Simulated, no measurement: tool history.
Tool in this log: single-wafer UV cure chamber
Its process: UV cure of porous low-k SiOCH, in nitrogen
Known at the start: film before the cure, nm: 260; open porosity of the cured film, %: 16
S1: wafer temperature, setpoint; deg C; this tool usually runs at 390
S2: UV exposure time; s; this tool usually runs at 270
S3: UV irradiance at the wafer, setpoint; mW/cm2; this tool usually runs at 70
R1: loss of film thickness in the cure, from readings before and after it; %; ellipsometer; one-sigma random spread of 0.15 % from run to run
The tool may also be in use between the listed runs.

run	hour	S1	S2	S3	R1
1	0.0	390	270	70	8.519
2	24.5	390	270	70	8.123
# hour 42.6: quartz window cleaned
3	51.7	403	270	57	8.596
4	67.2	403	270	57	8.122
5	93.5	390	270	70	8.543
6	116.8	390	270	70	8.472
7	147.7	390	270	59	7.826
8	179.2	382	375	70	9.598
9	207.0	390	270	70	8.485
10	240.9	390	270	70	8.204
# hour 262.5: quartz window cleaned
11	263.0	390	270	70	9.502
12	281.5	390	270	70	8.781
13	300.8	390	270	70	9.144
14	336.2	390	270	70	8.245
15	351.8	390	270	70	8.354
16	367.7	390	270	70	8.611
17	391.8	390	340	70	9.076
18	422.2	390	340	70	9.345
19	445.4	390	340	70	9.409
20	461.8	390	270	70	8.158
# hour 500.1: quartz window cleaned
21	500.6	390	270	70	9.121
22	519.0	390	270	70	8.926
# hour 537.4: UV bulbs replaced
23	538.1	377	130	94	7.076
24	564.8	377	370	70	9.663
25	588.2	384	415	97	11.494
26	605.0	401	370	40	8.049
27	631.8	390	430	47	8.747
# hour 696.1: quartz window cleaned
28	712.6	390	195	70	7.712
29	739.0	390	270	70	8.645
30	752.0	390	270	94	9.841
31	771.2	390	125	70	5.838
32	792.6	402	360	90	10.882
33	814.7	380	270	70	8.005
34	840.0	404	430	59	9.589
35	852.0	372	165	52	5.197
36	878.0	390	270	85	8.916
37	892.8	390	270	70	8.183
# hour 930.1: quartz window cleaned
38	930.6	390	270	70	9.313
39	944.8	409	270	70	9.138
40	974.9	381	135	45	4.585
41	1002.2	380	390	42	7.938
42	1022.1	390	270	70	8.412
43	1049.3	397	145	41	4.606
44	1072.4	390	110	58	4.428
45	1096.6	390	270	70	8.118

Pick out some run-to-run changes in R1. Of each, how much would a tool without hidden state show as well, from the settings, what came in and chance, and how much is left for the hidden state and any gauge scatter not in both results compared?
Unlogged tool condition in this case: lamp output below its setpoint, %; transmission lost against a clean window, %.
Run 10 -> 11: quartz window cleaned. R1 +1.298 %: hidden state +0.808, all else +0.490.
Run 20 -> 21: quartz window cleaned. R1 +0.963 %: hidden state +0.847, all else +0.116.
Run 31 -> 32: S1 390 -> 402, S2 125 -> 360, S3 70 -> 90. R1 +5.044 %: hidden state -0.226, all else +5.270.
Run 34 -> 35: S1 404 -> 372, S2 430 -> 165, S3 59 -> 52. R1 -4.392 %: hidden state +0.142, all else -4.534.
Run 37 -> 38: quartz window cleaned. R1 +1.130 %: hidden state +0.881, all else +0.249.
Run 39 -> 40: S1 409 -> 381, S2 270 -> 135, S3 70 -> 45. R1 -4.553 %: hidden state -0.149, all else -4.404.

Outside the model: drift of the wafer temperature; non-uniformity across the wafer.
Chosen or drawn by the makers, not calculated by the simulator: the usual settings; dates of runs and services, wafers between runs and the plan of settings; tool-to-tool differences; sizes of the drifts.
